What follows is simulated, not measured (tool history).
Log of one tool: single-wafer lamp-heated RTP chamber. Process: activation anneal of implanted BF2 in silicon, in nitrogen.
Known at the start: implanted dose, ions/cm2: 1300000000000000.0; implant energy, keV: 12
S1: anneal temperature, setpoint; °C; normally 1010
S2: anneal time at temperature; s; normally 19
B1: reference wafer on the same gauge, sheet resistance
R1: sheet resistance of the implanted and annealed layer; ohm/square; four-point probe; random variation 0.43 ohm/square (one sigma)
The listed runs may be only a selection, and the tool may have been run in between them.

| run | hour | S1 | S2 | B1 | R1 |
|---|---|---|---|---|---|
| 1 | 0 | 1010 | 19 | 158.1 | 183.88 |
| 2 | 19.3 | 1010 | 19 | 157.94 | 182.92 |
| 3 | 33.4 | 1010 | 19 | 158.09 | 182.86 |
| 4 | 50 | 1010 | 19 | 158.01 | 183.3 |
| 5 | 85.3 | 1010 | 25 | 158.03 | 169.6 |
| 6 | 104.6 | 1010 | 25 | 158 | 170.19 |
| 7 | 127.9 | 1010 | 15 | 158.03 | 194.72 |
| 8 | 152 | 1010 | 15 | 157.99 | 195.17 |
| 9 | 178.5 | 999 | 19 | 158.08 | 203.05 |
| 10 | 213.2 | 1010 | 19 | 158 | 183.35 |
| 11 | 245.7 | 1010 | 19 | 158.01 | 182.46 |
| 12 | 267.5 | 1010 | 19 | 157.92 | 182.04 |
| 13 | 281.1 | 1040 | 15 | 158.2 | 150.73 |
|  | 301.5 | pyrometer window cleaned and pyrometer calibrated |
|  | 324.9 | gauge calibrated |
| 14 | 343.8 | 988 | 24 | 158.03 | 220.9 |
| 15 | 359 | 1010 | 10 | 158.07 | 217.67 |
| 16 | 393 | 1010 | 19 | 158.14 | 185.4 |
|  | 423.9 | reflector plate cleaned |
| 17 | 424.4 | 1010 | 19 | 158.14 | 185.11 |
| 18 | 446.3 | 1029 | 24 | 158.1 | 149.71 |
| 19 | 465.9 | 1010 | 19 | 157.82 | 184.96 |
| 20 | 497.8 | 1029 | 26 | 158 | 147.1 |
| 21 | 511 | 1001 | 26 | 157.95 | 185.86 |
| 22 | 525.3 | 1018 | 27 | 158.13 | 156.44 |
| 23 | 557.9 | 1027 | 26 | 158.1 | 148.48 |
| 24 | 584.3 | 1002 | 10 | 158.22 | 230.35 |
| 25 | 606.5 | 990 | 28 | 158.13 | 204.95 |

How would selected steps in R1 from run to run divide? Give the signed amount a tool lacking its hidden state would still show from settings, what came in and random variation, and the signed amount left for the hidden state, including any gauge scatter that is not in both of the compared results.
The tool's hidden condition here consists of: true wafer temperature minus pyrometer reading, K; wafer temperature error from the tarnished reflector plate, K; gauge reads high (%).
Run 13 -> 14: S1 1040 -> 988, S2 15 -> 24, pyrometer window cleaned and pyrometer calibrated, gauge calibrated. R1 +70.17 ohm/square: hidden state +1.84, all else +68.33.
Run 20 -> 21: S1 1029 -> 1001. R1 +38.76 ohm/square: hidden state -2.38, all else +41.14.
Run 23 -> 24: S1 1027 -> 1002, S2 26 -> 10. R1 +81.87 ohm/square: hidden state -2.2, all else +84.07.
